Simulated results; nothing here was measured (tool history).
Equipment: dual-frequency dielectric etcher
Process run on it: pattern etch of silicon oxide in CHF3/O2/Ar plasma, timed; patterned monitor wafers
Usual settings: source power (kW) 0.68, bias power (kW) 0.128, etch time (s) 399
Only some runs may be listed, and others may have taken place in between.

| run | hour | source power (kW) | bias power (kW) | etch time (s) | wafers since the last listed run | hours since the last wet clean | hours since the last source power generator calibration | hours since the last bias power generator calibration | hours since the last upper electrode change | hours since the gauge calibration | read-back reference wafer on the same gauge, depth_nm | mean etch depth across the wafer (nm) |
|---|---|---|---|---|---|---|---|---|---|---|---|---|
| 1 | 0 | 0.68 | 0.136 | 399 | 0 | 430.8 | 2101 | 4468.8 | 5023 | 37.7 | 828.1 | 713.6 |
| 2 | 12.7 | 0.68 | 0.136 | 399 | 60 | 443.5 | 2113.7 | 4481.5 | 5035.7 | 50.4 | 828.1 | 712.4 |
| 3 | 19.2 | 0.68 | 0.136 | 399 | 30 | 450 | 2120.2 | 4488 | 5042.2 | 56.9 | 827.6 | 713.9 |
| 4 | 34 | 0.68 | 0.128 | 399 | 69 | 464.8 | 2135 | 4502.8 | 5057 | 71.7 | 827.6 | 704.2 |
| 5 | 44.2 | 0.68 | 0.128 | 399 | 48 | 475 | 2145.2 | 4513 | 5067.2 | 81.9 | 828.4 | 702.1 |
| 6 | 59.3 | 0.72 | 0.114 | 399 | 71 | 490.1 | 2160.3 | 4528.1 | 5082.3 | 97 | 828.7 | 699 |
| 7 | 74.1 | 0.72 | 0.114 | 399 | 69 | 504.9 | 2175.1 | 4542.9 | 5097.1 | 111.8 | 828.3 | 698.7 |
| 8 | 89.2 | 0.59 | 0.128 | 352 | 71 | 520 | 2190.2 | 4558 | 5112.2 | 126.9 | 828 | 582.8 |
| 9 | 99.9 | 0.59 | 0.128 | 352 | 50 | 530.7 | 2200.9 | 4568.7 | 5122.9 | 137.6 | 827.4 | 584.8 |
| 10 | 109.4 | 0.68 | 0.128 | 328 | 44 | 540.2 | 2210.4 | 4578.2 | 5132.4 | 147.1 | 828 | 575.7 |
| 11 | 119.3 | 0.68 | 0.128 | 328 | 46 | 550.1 | 2220.3 | 4588.1 | 5142.3 | 157 | 828 | 575.6 |
|  | 153.5 | wet clean of the chamber |
| 12 | 154 | 0.68 | 0.128 | 328 | 50 | 0.5 | 2255 | 4622.8 | 5177 | 191.7 | 828.1 | 585.2 |
| 13 | 154.5 | 0.68 | 0.128 | 399 | 2 | 1 | 2255.5 | 4623.3 | 5177.5 | 192.2 | 827.9 | 711.5 |
| 14 | 160.3 | 0.68 | 0.128 | 399 | 27 | 6.8 | 2261.3 | 4629.1 | 5183.3 | 198 | 828.2 | 712.8 |
|  | 169.7 | source power generator calibrated |
| 15 | 170.2 | 0.68 | 0.128 | 399 | 27 | 16.7 | 0.5 | 4639 | 5193.2 | 207.9 | 827.9 | 711.3 |
| 16 | 186 | 0.58 | 0.118 | 310 | 74 | 32.5 | 16.3 | 4654.8 | 5209 | 223.7 | 828.5 | 509.9 |
| 17 | 202.2 | 0.63 | 0.109 | 509.5 | 76 | 48.7 | 32.5 | 4671 | 5225.2 | 239.9 | 828.5 | 846.9 |
|  | 211.6 | bias power generator calibrated |
| 18 | 214.1 | 0.53 | 0.128 | 399 | 37 | 60.6 | 44.4 | 2.5 | 5237.1 | 251.8 | 827.8 | 643.3 |
| 19 | 226.4 | 0.68 | 0.128 | 355 | 58 | 72.9 | 56.7 | 14.8 | 5249.4 | 264.1 | 828.1 | 630.9 |
| 20 | 241.6 | 0.76 | 0.128 | 399 | 71 | 88.1 | 71.9 | 30 | 5264.6 | 279.3 | 827.9 | 741.4 |
| 21 | 250.5 | 0.58 | 0.156 | 338 | 42 | 97 | 80.8 | 38.9 | 5273.5 | 288.2 | 827.8 | 594.7 |
|  | 252 | gauge calibrated |
| 22 | 259 | 0.68 | 0.128 | 399 | 40 | 105.5 | 89.3 | 47.4 | 5282 | 7 | 827.9 | 711.7 |
|  | 284 | upper electrode replaced |
| 23 | 284.5 | 0.68 | 0.128 | 357.5 | 7 | 131 | 114.8 | 72.9 | 0.5 | 32.5 | 828.1 | 636.3 |
| 24 | 284.9 | 0.84 | 0.128 | 399 | 1 | 131.4 | 115.2 | 73.3 | 0.9 | 32.9 | 827.8 | 770.3 |
| 25 | 286 | 0.68 | 0.128 | 399 | 5 | 132.5 | 116.3 | 74.4 | 2 | 34 | 828 | 709.2 |
| 26 | 302.4 | 0.68 | 0.128 | 399 | 77 | 148.9 | 132.7 | 90.8 | 18.4 | 50.4 | 828.2 | 708.9 |
| 27 | 309.8 | 0.85 | 0.128 | 450.5 | 34 | 156.3 | 140.1 | 98.2 | 25.8 | 57.8 | 828.2 | 872.9 |
| 28 | 324.5 | 0.68 | 0.128 | 328 | 69 | 171 | 154.8 | 112.9 | 40.5 | 72.5 | 828.2 | 581.6 |
| 29 | 354 | 0.56 | 0.128 | 471.5 | 139 | 200.5 | 184.3 | 142.4 | 70 | 102 | 827.9 | 774 |
| 30 | 361.4 | 0.68 | 0.103 | 399 | 34 | 207.9 | 191.7 | 149.8 | 77.4 | 109.4 | 827.8 | 672.8 |

4 options for the next run, each taken on its own from the tool as it stands now. Forecast them:
| A | 361.9 | 0.68 | 0.128 | 399 | 2 | 208.4 | 192.2 | 150.3 | 77.9 | 109.9 | ? | ? |
| B | 361.9 | 0.51 | 0.128 | 305 | 2 | 208.4 | 192.2 | 150.3 | 77.9 | 109.9 | ? | ? |
| C | 361.9 | 0.53 | 0.099 | 518 | 2 | 208.4 | 192.2 | 150.3 | 77.9 | 109.9 | ? | ? |
| D | 361.9 | 0.6 | 0.12 | 280 | 2 | 208.4 | 192.2 | 150.3 | 77.9 | 109.9 | ? | ? |

| run | read-back reference wafer on the same gauge, depth_nm | mean etch depth across the wafer (nm) |
|---|---|---|
| A | 828.5 | 707.5 |
| B | 828.5 | 482.6 |
| C | 828.5 | 783 |
| D | 828.5 | 465.1 |
With no hidden state in the tool, these same runs would have given:
| run | mean etch depth across the wafer (nm) |
|---|---|
| A | 713 |
| B | 486.4 |
| C | 789.1 |
| D | 468.7 |
